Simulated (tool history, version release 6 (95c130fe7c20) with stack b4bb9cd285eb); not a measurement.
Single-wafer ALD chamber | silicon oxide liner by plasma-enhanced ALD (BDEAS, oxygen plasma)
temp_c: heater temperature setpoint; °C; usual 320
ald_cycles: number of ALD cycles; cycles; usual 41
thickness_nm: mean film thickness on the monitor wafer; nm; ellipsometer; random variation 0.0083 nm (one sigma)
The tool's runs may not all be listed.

| run | hour | temp_c | ald_cycles | wafers since the last listed run | hours since the last thermocouple change | hours since the gauge calibration | read-back reference wafer on the same gauge, thickness_nm | thickness_nm |
|---|---|---|---|---|---|---|---|---|
| 1 | 0.0 | 320 | 39 | 0 | 1425.8 | 470.1 | 3.399 | 3.172 |
| 2 | 26.5 | 320 | 35 | 291 | 1452.3 | 496.6 | 3.397 | 2.837 |
| 3 | 53.8 | 320 | 35 | 300 | 1479.6 | 523.9 | 3.400 | 2.838 |
| 4 | 85.3 | 320 | 35 | 346 | 1511.1 | 555.4 | 3.400 | 2.857 |
| 5 | 102.3 | 320 | 41 | 186 | 1528.1 | 572.4 | 3.400 | 3.325 |
| 6 | 129.4 | 320 | 41 | 297 | 1555.2 | 599.5 | 3.400 | 3.328 |
| 7 | 160.1 | 320 | 41 | 337 | 1585.9 | 630.2 | 3.399 | 3.324 |
| 8 | 194.3 | 320 | 41 | 375 | 1620.1 | 664.4 | 3.402 | 3.319 |
| 9 | 227.1 | 320 | 41 | 360 | 1652.9 | 697.2 | 3.400 | 3.321 |
| 10 | 246.8 | 320 | 41 | 216 | 1672.6 | 716.9 | 3.398 | 3.329 |
| 11 | 276.0 | 320 | 41 | 320 | 1701.8 | 746.1 | 3.399 | 3.330 |
| 12 | 331.7 | 320 | 41 | 612 | 1757.5 | 801.8 | 3.403 | 3.311 |
| 13 | 353.4 | 320 | 41 | 238 | 1779.2 | 823.5 | 3.402 | 3.319 |
| 14 | 381.6 | 320 | 41 | 309 | 1807.4 | 851.7 | 3.398 | 3.335 |
| 15 | 414.1 | 320 | 41 | 357 | 1839.9 | 884.2 | 3.402 | 3.331 |
| 16 | 440.6 | 320 | 41 | 291 | 1866.4 | 910.7 | 3.400 | 3.320 |
| 17 | 464.0 | 320 | 37 | 257 | 1889.8 | 934.1 | 3.397 | 3.011 |
| 18 | 478.7 | 320 | 41 | 161 | 1904.5 | 948.8 | 3.397 | 3.318 |
|  | 493.6 | thermocouple changed; heater temperature recalibrated |
| 19 | 504.2 | 320 | 41 | 192 | 10.6 | 974.3 | 3.403 | 3.338 |
| 20 | 566.1 | 320 | 41 | 680 | 72.5 | 1036.2 | 3.400 | 3.341 |
| 21 | 582.4 | 327 | 37 | 179 | 88.8 | 1052.5 | 3.400 | 2.965 |
| 22 | 609.9 | 320 | 41 | 302 | 116.3 | 1080.0 | 3.401 | 3.334 |
| 23 | 635.2 | 309 | 39 | 278 | 141.6 | 1105.3 | 3.398 | 3.206 |
| 24 | 668.1 | 314 | 47 | 361 | 174.5 | 1138.2 | 3.399 | 3.838 |
|  | 688.4 | gauge calibrated |
| 25 | 702.1 | 314 | 38 | 373 | 208.5 | 13.7 | 3.404 | 3.088 |
| 26 | 717.2 | 329 | 48 | 165 | 223.6 | 28.8 | 3.401 | 3.855 |
| 27 | 746.9 | 320 | 41 | 326 | 253.3 | 58.5 | 3.399 | 3.330 |
| 28 | 762.9 | 320 | 48 | 175 | 269.3 | 74.5 | 3.400 | 3.896 |
| 29 | 787.6 | 320 | 41 | 271 | 294.0 | 99.2 | 3.402 | 3.332 |
| 30 | 821.6 | 320 | 41 | 373 | 328.0 | 133.2 | 3.401 | 3.318 |
| 31 | 840.7 | 333 | 48 | 209 | 347.1 | 152.3 | 3.402 | 3.828 |
| 32 | 853.2 | 332 | 34 | 137 | 359.6 | 164.8 | 3.399 | 2.715 |
| 33 | 871.2 | 313 | 39 | 197 | 377.6 | 182.8 | 3.400 | 3.190 |
| 34 | 885.4 | 320 | 45 | 156 | 391.8 | 197.0 | 3.402 | 3.646 |
| 35 | 919.4 | 309 | 41 | 373 | 425.8 | 231.0 | 3.400 | 3.367 |
| 36 | 953.4 | 320 | 33 | 373 | 459.8 | 265.0 | 3.403 | 2.681 |
| 37 | 969.5 | 311 | 45 | 176 | 475.9 | 281.1 | 3.398 | 3.692 |
| 38 | 997.7 | 320 | 41 | 309 | 504.1 | 309.3 | 3.400 | 3.327 |
| 39 | 1031.7 | 328 | 48 | 373 | 538.1 | 343.3 | 3.404 | 3.853 |
| 40 | 1053.5 | 320 | 41 | 239 | 559.9 | 365.1 | 3.400 | 3.321 |

How the hidden state differs across the entries between the runs, from the last listed run before each to the first after it:
Between runs 18 and 19: thermocouple changed; heater temperature recalibrated (hour 493.6)
  no hidden state differs between the two runs
Between runs 24 and 25: gauge calibrated (hour 688.4)
  no hidden state differs between the two runs

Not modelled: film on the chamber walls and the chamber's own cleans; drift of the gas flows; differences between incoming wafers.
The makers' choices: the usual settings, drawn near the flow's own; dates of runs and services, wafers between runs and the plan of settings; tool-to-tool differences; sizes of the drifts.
